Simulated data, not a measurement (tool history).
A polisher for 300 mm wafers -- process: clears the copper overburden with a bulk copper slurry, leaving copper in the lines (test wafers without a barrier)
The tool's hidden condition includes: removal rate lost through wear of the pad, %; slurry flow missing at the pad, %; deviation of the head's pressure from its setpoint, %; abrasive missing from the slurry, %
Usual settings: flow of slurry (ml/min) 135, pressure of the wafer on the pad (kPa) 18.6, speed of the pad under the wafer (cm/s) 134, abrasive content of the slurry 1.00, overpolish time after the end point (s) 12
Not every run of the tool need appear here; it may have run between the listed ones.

| run | hour | flow of slurry (ml/min) | pressure of the wafer on the pad (kPa) | speed of the pad under the wafer (cm/s) | abrasive content of the slurry | overpolish time after the end point (s) | wafers since the last listed run | wafers polished on this pad | hours since the slurry nozzle was cleaned | hours since the head pressure was calibrated | hours since the slurry blender was calibrated | incoming thickness of the incoming film, nm | time until the end point was called (s) | dishing of a wide line in a test structure (nm) |
|---|---|---|---|---|---|---|---|---|---|---|---|---|---|---|
| 1 | 0.0 | 135 | 16.5 | 134 | 1.20 | 12 | 0 | 1898 | 346.7 | 59.8 | 368.0 | 1299.8 | 114.4 | 73.5 |
| 2 | 45.1 | 135 | 20.0 | 134 | 0.75 | 12 | 189 | 2088 | 391.8 | 104.9 | 413.1 | 1285.5 | 115.5 | 75.9 |
|  | 83.7 | worn pad replaced by a new one |
| 3 | 115.1 | 135 | 20.0 | 134 | 0.75 | 12 | 277 | 132 | 461.8 | 174.9 | 483.1 | 1275.7 | 104.6 | 82.0 |
|  | 119.5 | slurry nozzle cleaned |
| 4 | 141.2 | 145 | 18.6 | 134 | 1.00 | 12 | 105 | 237 | 21.7 | 201.0 | 509.2 | 1263.6 | 98.7 | 82.8 |
| 5 | 170.1 | 145 | 18.6 | 134 | 1.00 | 12 | 121 | 359 | 50.6 | 229.9 | 538.1 | 1298.2 | 99.6 | 82.8 |
|  | 207.3 | slurry blender recalibrated |
| 6 | 223.2 | 165 | 18.6 | 134 | 1.00 | 14 | 215 | 574 | 103.7 | 283.0 | 15.9 | 1313.3 | 101.3 | 91.4 |
| 7 | 279.7 | 135 | 18.6 | 134 | 1.00 | 6 | 237 | 812 | 160.2 | 339.5 | 72.4 | 1286.8 | 104.7 | 46.6 |
|  | 414.1 | head pressure recalibrated |
| 8 | 482.8 | 100 | 16.5 | 110 | 1.00 | 7 | 846 | 1658 | 363.3 | 68.7 | 275.5 | 1282.5 | 146.5 | 40.1 |
| 9 | 529.2 | 155 | 18.6 | 160 | 0.80 | 12 | 195 | 1854 | 409.7 | 115.1 | 321.9 | 1300.8 | 102.9 | 81.7 |
|  | 598.2 | worn pad replaced by a new one |
| 10 | 598.7 | 135 | 18.6 | 134 | 1.00 | 12 | 275 | 2 | 479.2 | 184.6 | 391.4 | 1312.6 | 103.1 | 82.2 |
| 11 | 628.1 | 110 | 18.6 | 134 | 1.00 | 18 | 123 | 125 | 508.6 | 214.0 | 420.8 | 1295.3 | 108.1 | 102.0 |
|  | 645.8 | slurry nozzle cleaned |
| 12 | 685.5 | 135 | 18.6 | 134 | 1.00 | 12 | 237 | 363 | 39.7 | 271.4 | 478.2 | 1277.7 | 101.9 | 80.0 |
| 13 | 714.0 | 135 | 18.6 | 122 | 1.20 | 7 | 119 | 483 | 68.2 | 299.9 | 506.7 | 1297.5 | 102.9 | 53.6 |
|  | 771.1 | slurry blender recalibrated |
| 14 | 784.4 | 120 | 24.1 | 134 | 0.90 | 14 | 287 | 771 | 138.6 | 370.3 | 13.3 | 1296.1 | 89.5 | 104.1 |
| 15 | 840.7 | 135 | 23.4 | 134 | 1.15 | 12 | 237 | 1008 | 194.9 | 426.6 | 69.6 | 1315.2 | 83.2 | 96.6 |
| 16 | 878.5 | 90 | 18.6 | 134 | 1.00 | 17 | 159 | 1167 | 232.7 | 464.4 | 107.4 | 1305.1 | 126.2 | 89.7 |
|  | 894.2 | head pressure recalibrated |
| 17 | 914.1 | 135 | 18.6 | 134 | 1.00 | 12 | 141 | 1308 | 268.3 | 19.9 | 143.0 | 1298.9 | 109.3 | 77.8 |
| 18 | 968.0 | 135 | 23.4 | 134 | 1.00 | 8 | 226 | 1535 | 322.2 | 73.8 | 196.9 | 1295.8 | 86.4 | 71.2 |
| 19 | 1025.6 | 110 | 18.6 | 134 | 1.00 | 12 | 242 | 1778 | 379.8 | 131.4 | 254.5 | 1267.7 | 110.7 | 75.7 |
| 20 | 1082.2 | 135 | 13.8 | 134 | 0.70 | 12 | 238 | 2016 | 436.4 | 188.0 | 311.1 | 1287.3 | 167.9 | 51.7 |
|  | 1103.4 | slurry nozzle cleaned |
| 21 | 1129.2 | 135 | 18.6 | 134 | 1.00 | 12 | 193 | 2210 | 25.8 | 235.0 | 358.1 | 1281.7 | 107.8 | 77.3 |
|  | 1167.9 | worn pad replaced by a new one |
| 22 | 1189.0 | 135 | 21.4 | 134 | 1.00 | 14 | 234 | 89 | 85.6 | 294.8 | 417.9 | 1277.3 | 83.6 | 101.6 |
| 23 | 1217.6 | 150 | 18.6 | 96 | 1.00 | 19 | 120 | 209 | 114.2 | 323.4 | 446.5 | 1292.1 | 124.7 | 96.9 |
|  | 1222.3 | slurry blender recalibrated |
| 24 | 1279.6 | 100 | 18.6 | 148 | 1.20 | 19 | 252 | 462 | 176.2 | 385.4 | 57.3 | 1295.6 | 97.2 | 106.4 |
| 25 | 1313.9 | 135 | 18.6 | 134 | 1.00 | 12 | 144 | 606 | 210.5 | 419.7 | 91.6 | 1299.3 | 107.4 | 81.8 |
|  | 1348.6 | head pressure recalibrated |
| 26 | 1362.4 | 135 | 18.6 | 134 | 1.00 | 12 | 195 | 802 | 259.0 | 13.8 | 140.1 | 1290.5 | 106.4 | 80.2 |
| 27 | 1404.3 | 135 | 18.6 | 134 | 1.00 | 12 | 176 | 978 | 300.9 | 55.7 | 182.0 | 1289.5 | 104.3 | 77.5 |
| 28 | 1439.1 | 100 | 18.6 | 148 | 1.20 | 19 | 146 | 1125 | 335.7 | 90.5 | 216.8 | 1302.5 | 104.0 | 108.3 |
| 29 | 1494.5 | 135 | 18.6 | 134 | 1.00 | 18 | 233 | 1358 | 391.1 | 145.9 | 272.2 | 1281.2 | 106.2 | 101.1 |

Below, some changes in time until the end point was called (s) between adjacent runs. For each, the amount present without the hidden state too (settings, incoming material, random variation) and the amount remaining for the hidden state with gauge scatter not shared by both compared results:
Run 2 -> 3: worn pad replaced by a new one. time until the end point was called (s) -10.9: hidden state -9.0, all else -1.9.
Run 19 -> 20: flow of slurry (ml/min) 110 -> 135, pressure of the wafer on the pad (kPa) 18.6 -> 13.8, abrasive content of the slurry 1.00 -> 0.70. time until the end point was called (s) +57.2: hidden state +6.6, all else +50.6.
Run 20 -> 21: pressure of the wafer on the pad (kPa) 13.8 -> 18.6, abrasive content of the slurry 0.70 -> 1.00, slurry nozzle cleaned. time until the end point was called (s) -60.1: hidden state -6.6, all else -53.5.
Run 21 -> 22: pressure of the wafer on the pad (kPa) 18.6 -> 21.4, overpolish time after the end point (s) 12 -> 14, worn pad replaced by a new one. time until the end point was called (s) -24.2: hidden state -11.1, all else -13.1.
